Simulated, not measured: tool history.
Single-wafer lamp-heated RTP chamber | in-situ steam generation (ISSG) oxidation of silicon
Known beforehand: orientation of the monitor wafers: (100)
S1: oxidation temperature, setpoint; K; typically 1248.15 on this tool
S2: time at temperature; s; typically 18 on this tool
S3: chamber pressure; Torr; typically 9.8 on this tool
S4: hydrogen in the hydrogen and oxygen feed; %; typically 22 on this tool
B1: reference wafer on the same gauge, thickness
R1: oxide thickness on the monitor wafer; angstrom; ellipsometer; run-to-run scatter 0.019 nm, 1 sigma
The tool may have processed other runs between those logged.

{"run": 1, "day": 0.0, "S1": 1248.15, "S2": 18, "S3": 9.8, "S4": 22, "B1": 4.519, "R1": 46.13}
{"run": 2, "day": 0.588, "S1": 1248.15, "S2": 18, "S3": 9.8, "S4": 22, "B1": 4.529, "R1": 46.39}
{"run": 3, "day": 1.708, "S1": 1248.15, "S2": 18, "S3": 9.8, "S4": 25, "B1": 4.531, "R1": 47.9}
{"run": 4, "day": 2.379, "S1": 1248.15, "S2": 18, "S3": 9.8, "S4": 25, "B1": 4.541, "R1": 47.64}
{"run": 5, "day": 3.133, "S1": 1248.15, "S2": 18, "S3": 9.8, "S4": 25, "B1": 4.537, "R1": 47.76}
{"run": 6, "day": 3.954, "S1": 1248.15, "S2": 18, "S3": 9.8, "S4": 22, "B1": 4.547, "R1": 46.26}
{"run": 7, "day": 4.838, "S1": 1236.15, "S2": 18, "S3": 9.8, "S4": 26, "B1": 4.543, "R1": 46.59}
{"run": 8, "day": 5.871, "S1": 1236.15, "S2": 18, "S3": 9.8, "S4": 26, "B1": 4.541, "R1": 46.58}
{"run": 9, "day": 7.054, "S1": 1248.15, "S2": 18, "S3": 9.8, "S4": 22, "B1": 4.551, "R1": 46.79}
{"run": 10, "day": 9.142, "S1": 1248.15, "S2": 18, "S3": 9.8, "S4": 22, "B1": 4.565, "R1": 46.82}
{"run": 11, "day": 9.646, "S1": 1248.15, "S2": 18, "S3": 9.8, "S4": 22, "B1": 4.569, "R1": 46.85}
{"run": 12, "day": 10.579, "S1": 1248.15, "S2": 18, "S3": 9.8, "S4": 22, "B1": 4.569, "R1": 47.23}
{"run": 13, "day": 12.008, "S1": 1248.15, "S2": 18, "S3": 9.8, "S4": 22, "B1": 4.575, "R1": 46.61}
{"run": 14, "day": 12.604, "S1": 1248.15, "S2": 18, "S3": 9.8, "S4": 22, "B1": 4.578, "R1": 47.09}
{"run": 15, "day": 13.888, "S1": 1248.15, "S2": 18, "S3": 10.2, "S4": 19, "B1": 4.508, "R1": 44.13}
{"run": 16, "day": 14.912, "S1": 1248.15, "S2": 25, "S3": 9.8, "S4": 31, "B1": 4.503, "R1": 57.36}
{"run": 17, "day": 16.408, "S1": 1248.15, "S2": 18, "S3": 9.8, "S4": 22, "B1": 4.524, "R1": 45.98}
{"run": 18, "day": 16.975, "S1": 1248.15, "S2": 15, "S3": 9.8, "S4": 16, "B1": 4.521, "R1": 40.23}
{"run": 19, "day": 17.725, "S1": 1237.15, "S2": 18, "S3": 10.2, "S4": 22, "B1": 4.527, "R1": 44.03}
{"run": 20, "day": 18.312, "S1": 1234.15, "S2": 18, "S3": 10.2, "S4": 17, "B1": 4.528, "R1": 41.74}
{"run": 21, "day": 19.512, "S1": 1239.15, "S2": 18, "S3": 9.8, "S4": 14, "B1": 4.54, "R1": 41.25}
{"run": 22, "day": 20.608, "S1": 1248.15, "S2": 18, "S3": 9.8, "S4": 13, "B1": 4.535, "R1": 41.43}
{"run": 23, "day": 21.275, "S1": 1248.15, "S2": 18, "S3": 9.8, "S4": 22, "B1": 4.542, "R1": 46.72}
{"run": 24, "day": 22.421, "S1": 1231.15, "S2": 18, "S3": 9.8, "S4": 29, "B1": 4.538, "R1": 46.94}
{"run": 25, "day": 23.333, "S1": 1229.15, "S2": 18, "S3": 10.2, "S4": 22, "B1": 4.548, "R1": 43.6}
{"run": 26, "day": 24.271, "S1": 1248.15, "S2": 18, "S3": 9.8, "S4": 25, "B1": 4.559, "R1": 47.9}

Not shown: 4 entries that the log had between the listed runs. Between which runs, and how does the tool's hidden state differ before and after?
Logged between run 9 and run 10: pyrometer window cleaned and pyrometer calibrated (day 8.067)
  gauge reads high (%): 1.05 -> 1.25
  measured less the result without the state, R1: +0.49 -> +0.58 angstrom
Logged between run 14 and run 15: gauge calibrated (day 13.175); hydrogen flow controller replaced (day 13.404)
  gauge reads high (%): 1.59 -> -0.0193
  measured less the result without the state, R1: +0.74 -> -0.01 angstrom
Logged between run 15 and run 16: pressure gauge zeroed (day 14.575)
  gauge reads high (%): -0.0193 -> 0.0791
  measured less the result without the state, R1: -0.01 -> +0.04 angstrom

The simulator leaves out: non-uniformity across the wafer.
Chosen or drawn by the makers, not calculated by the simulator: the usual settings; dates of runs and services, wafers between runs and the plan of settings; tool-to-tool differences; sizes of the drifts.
